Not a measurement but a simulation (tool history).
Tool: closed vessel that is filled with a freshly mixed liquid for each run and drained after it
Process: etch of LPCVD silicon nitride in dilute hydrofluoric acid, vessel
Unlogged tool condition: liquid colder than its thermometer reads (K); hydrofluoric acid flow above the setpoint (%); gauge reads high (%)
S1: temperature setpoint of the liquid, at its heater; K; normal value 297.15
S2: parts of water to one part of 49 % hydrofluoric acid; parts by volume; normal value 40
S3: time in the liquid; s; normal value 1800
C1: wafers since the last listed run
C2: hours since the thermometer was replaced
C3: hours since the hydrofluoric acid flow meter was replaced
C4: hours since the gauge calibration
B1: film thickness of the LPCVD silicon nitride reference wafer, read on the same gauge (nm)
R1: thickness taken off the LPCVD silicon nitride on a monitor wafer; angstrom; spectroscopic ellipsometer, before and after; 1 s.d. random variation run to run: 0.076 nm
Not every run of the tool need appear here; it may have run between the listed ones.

Run 1, hour 0.0: usual settings but S1 300.65 K; C1 0; C2 1477.0; C3 1254.7; C4 9.4; B1 99.99. Result: R1 220.4 angstrom.
Run 2, hour 13.9: usual settings but S1 300.65 K; C1 347; C2 1490.9; C3 1268.6; C4 23.3; B1 100.03. Result: R1 219.8 angstrom.
Run 3, hour 31.9: usual settings but S2 35 parts by volume; C1 449; C2 1508.9; C3 1286.6; C4 41.3; B1 100.01. Result: R1 197.3 angstrom.
Run 4, hour 46.5: usual settings but S3 1385 s; C1 364; C2 1523.5; C3 1301.2; C4 55.9; B1 100.01. Result: R1 133.2 angstrom.
Run 5, hour 56.5: usual settings but S3 1385 s; C1 249; C2 1533.5; C3 1311.2; C4 65.9; B1 100.03. Result: R1 132.4 angstrom.
Run 6, hour 63.2: usual settings but S3 1385 s; C1 167; C2 1540.2; C3 1317.9; C4 72.6; B1 99.96. Result: R1 133.1 angstrom.
At hour 76.2: gauge calibrated.
Run 7, hour 80.5: usual settings but S2 30 parts by volume, S3 2185 s; C1 431; C2 1557.5; C3 1335.2; C4 4.3; B1 99.98. Result: R1 275.4 angstrom.
Run 8, hour 87.3: usual settings but S3 2375 s; C1 169; C2 1564.3; C3 1342.0; C4 11.1; B1 100.01. Result: R1 226.4 angstrom.
Run 9, hour 98.2: usual settings but S1 299.65 K, S2 45 parts by volume, S3 1415 s; C1 272; C2 1575.2; C3 1352.9; C4 22.0; B1 99.97. Result: R1 143.1 angstrom.
At hour 103.1: thermometer replaced.
At hour 103.4: hydrofluoric acid flow meter replaced.
Run 10, hour 107.0: usual settings but S1 299.15 K, S2 55 parts by volume; C1 185; C2 3.9; C3 3.6; C4 30.8; B1 99.98. Result: R1 171.5 angstrom.
Run 11, hour 118.8: usual settings but S2 30 parts by volume, S3 2320 s; C1 294; C2 15.7; C3 15.4; C4 42.6; B1 100.01. Result: R1 347.8 angstrom.
Run 12, hour 136.8: usual settings but S2 55 parts by volume, S3 2725 s; C1 449; C2 33.7; C3 33.4; C4 60.6; B1 99.96. Result: R1 226.5 angstrom.
Run 13, hour 145.8: usual settings but S1 300.65 K, S2 25 parts by volume, S3 2300 s; C1 224; C2 42.7; C3 42.4; C4 69.6; B1 99.97. Result: R1 525.8 angstrom.
Run 14, hour 158.3: usual settings but S1 299.65 K, S2 45 parts by volume, S3 1415 s; C1 312; C2 55.2; C3 54.9; C4 82.1; B1 100.00. Result: R1 169.8 angstrom.

Each row is a separate what-if for the run after 14, all from the same tool condition, not one after another. Results?
Run A, hour 159.5: usual settings; C1 29; C2 56.4; C3 56.1; C4 83.3; B1 ?. Result: R1 ?.
Run B, hour 159.5: usual settings but S2 50 parts by volume; C1 29; C2 56.4; C3 56.1; C4 83.3; B1 ?. Result: R1 ?.
Run C, hour 159.5: usual settings but S2 55 parts by volume, S3 2705 s; C1 29; C2 56.4; C3 56.1; C4 83.3; B1 ?. Result: R1 ?.
Run D, hour 159.5: usual settings but S1 302.15 K, S3 1525 s; C1 29; C2 56.4; C3 56.1; C4 83.3; B1 ?. Result: R1 ?.

run     B1     R1
  A  99.99  204.3
  B  99.99  164.3
  C  99.99  224.9
  D  99.99  241.5
With the hidden condition removed and each run's random variation left untouched, the same runs would have given:
run     R1
  A  206.5
  B  166.1
  C  227.3
  D  244.0
